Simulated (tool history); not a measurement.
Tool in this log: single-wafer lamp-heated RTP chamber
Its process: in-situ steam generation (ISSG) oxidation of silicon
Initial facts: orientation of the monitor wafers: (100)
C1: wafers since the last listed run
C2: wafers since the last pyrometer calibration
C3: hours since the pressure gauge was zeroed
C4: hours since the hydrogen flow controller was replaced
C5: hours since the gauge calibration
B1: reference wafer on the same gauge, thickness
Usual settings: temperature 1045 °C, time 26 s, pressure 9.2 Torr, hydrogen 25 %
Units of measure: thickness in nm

Run 1, hour 0: usual settings but temperature 1060 °C; C1 0; C2 2105; C3 1412.9; C4 3164.2; C5 962.6; B1 8.806. Result: thickness 9.215 nm.
Run 2, hour 91.1: usual settings but temperature 1060 °C; C1 490; C2 2595; C3 1504; C4 3255.3; C5 1053.7; B1 8.814. Result: thickness 9.22 nm.
Run 3, hour 191.7: usual settings but temperature 1060 °C; C1 541; C2 3137; C3 1604.6; C4 3355.9; C5 1154.3; B1 8.809. Result: thickness 9.158 nm.
Run 4, hour 296.1: usual settings but temperature 1050 °C, time 31 s; C1 562; C2 3699; C3 1709; C4 3460.3; C5 1258.7; B1 8.81. Result: thickness 9.545 nm.
Run 5, hour 362.5: usual settings but temperature 1050 °C, time 31 s; C1 357; C2 4057; C3 1775.4; C4 3526.7; C5 1325.1; B1 8.812. Result: thickness 9.472 nm.
Run 6, hour 465.8: usual settings but time 32 s; C1 556; C2 4613; C3 1878.7; C4 3630; C5 1428.4; B1 8.812. Result: thickness 9.429 nm.
Run 7, hour 539.6: usual settings but time 32 s; C1 397; C2 5011; C3 1952.5; C4 3703.8; C5 1502.2; B1 8.822. Result: thickness 9.397 nm.
Run 8, hour 639: usual settings but time 20 s; C1 535; C2 5546; C3 2051.9; C4 3803.2; C5 1601.6; B1 8.81. Result: thickness 7.409 nm.
Run 9, hour 715: usual settings but time 20 s; C1 409; C2 5955; C3 2127.9; C4 3879.2; C5 1677.6; B1 8.809. Result: thickness 7.397 nm.
Run 10, hour 784.5: usual settings but pressure 8.1 Torr; C1 374; C2 6330; C3 2197.4; C4 3948.7; C5 1747.1; B1 8.809. Result: thickness 8.464 nm.
At hour 797: pyrometer window cleaned and pyrometer calibrated.
Run 11, hour 825.2: usual settings; C1 176; C2 151; C3 2238.1; C4 3989.4; C5 1787.8; B1 8.807. Result: thickness 8.409 nm.
Run 12, hour 895.7: usual settings; C1 379; C2 531; C3 2308.6; C4 4059.9; C5 1858.3; B1 8.801. Result: thickness 8.382 nm.
Run 13, hour 975.6: usual settings; C1 430; C2 961; C3 2388.5; C4 4139.8; C5 1938.2; B1 8.807. Result: thickness 8.443 nm.
Run 14, hour 1071.3: usual settings; C1 515; C2 1477; C3 2484.2; C4 4235.5; C5 2033.9; B1 8.807. Result: thickness 8.438 nm.
At hour 1083.9: hydrogen flow controller replaced.
Run 15, hour 1153.4: usual settings but temperature 1027 °C, time 17 s, pressure 10.1 Torr; C1 399; C2 1876; C3 2566.3; C4 69.5; C5 2116; B1 8.802. Result: thickness 6.11 nm.
Run 16, hour 1195.4: usual settings; C1 226; C2 2102; C3 2608.3; C4 111.5; C5 2158; B1 8.804. Result: thickness 8.482 nm.
Run 17, hour 1250.3: usual settings; C1 295; C2 2398; C3 2663.2; C4 166.4; C5 2212.9; B1 8.815. Result: thickness 8.461 nm.
At hour 1260: pressure gauge zeroed.
Run 18, hour 1352.3: usual settings; C1 506; C2 2904; C3 92.3; C4 268.4; C5 2314.9; B1 8.803. Result: thickness 8.424 nm.
Run 19, hour 1425.7: usual settings; C1 395; C2 3299; C3 165.7; C4 341.8; C5 2388.3; B1 8.809. Result: thickness 8.424 nm.
Run 20, hour 1509.5: usual settings but temperature 1035 °C, time 34 s, pressure 7.9 Torr, hydrogen 32 %; C1 451; C2 3750; C3 249.5; C4 425.6; C5 2472.1; B1 8.81. Result: thickness 9.867 nm.
Run 21, hour 1581.5: usual settings but temperature 1036 °C, time 22 s, pressure 8.6 Torr; C1 387; C2 4138; C3 321.5; C4 497.6; C5 2544.1; B1 8.802. Result: thickness 7.435 nm.
Run 22, hour 1652.9: usual settings but temperature 1033 °C, hydrogen 17 %; C1 384; C2 4523; C3 392.9; C4 569; C5 2615.5; B1 8.817. Result: thickness 7.243 nm.
At hour 1673: gauge calibrated.
Run 23, hour 1732.9: usual settings but pressure 8 Torr; C1 430; C2 4953; C3 472.9; C4 649; C5 59.9; B1 8.815. Result: thickness 8.576 nm.
At hour 1800.5: pyrometer window cleaned and pyrometer calibrated.
Run 24, hour 1829.6: usual settings; C1 477; C2 156; C3 569.6; C4 745.7; C5 156.6; B1 8.812. Result: thickness 8.443 nm.
Run 25, hour 1918.7: usual settings; C1 479; C2 636; C3 658.7; C4 834.8; C5 245.7; B1 8.81. Result: thickness 8.41 nm.
Run 26, hour 1987.2: usual settings but time 31 s; C1 368; C2 1005; C3 727.2; C4 903.3; C5 314.2; B1 8.81. Result: thickness 9.241 nm.
Run 27, hour 2230.5: usual settings but time 18 s, pressure 10 Torr; C1 1310; C2 2315; C3 970.5; C4 1146.6; C5 557.5; B1 8.804. Result: thickness 6.925 nm.
Run 28, hour 2332.7: usual settings but temperature 1056 °C, time 22 s, pressure 8.2 Torr, hydrogen 16 %; C1 550; C2 2865; C3 1072.7; C4 1248.8; C5 659.7; B1 8.808. Result: thickness 7.564 nm.
Run 29, hour 2369.8: usual settings but hydrogen 30 %; C1 199; C2 3065; C3 1109.8; C4 1285.9; C5 696.8; B1 8.815. Result: thickness 8.785 nm.

Give the tool's hidden conditions for every run:
true wafer temperature minus pyrometer reading, K: 0 across all the runs
true pressure minus gauge reading, Torr: 0 across all the runs
deviation of the hydrogen flow from its setpoint, %: 0 across all the runs
gauge reads high (%): 0 across all the runs

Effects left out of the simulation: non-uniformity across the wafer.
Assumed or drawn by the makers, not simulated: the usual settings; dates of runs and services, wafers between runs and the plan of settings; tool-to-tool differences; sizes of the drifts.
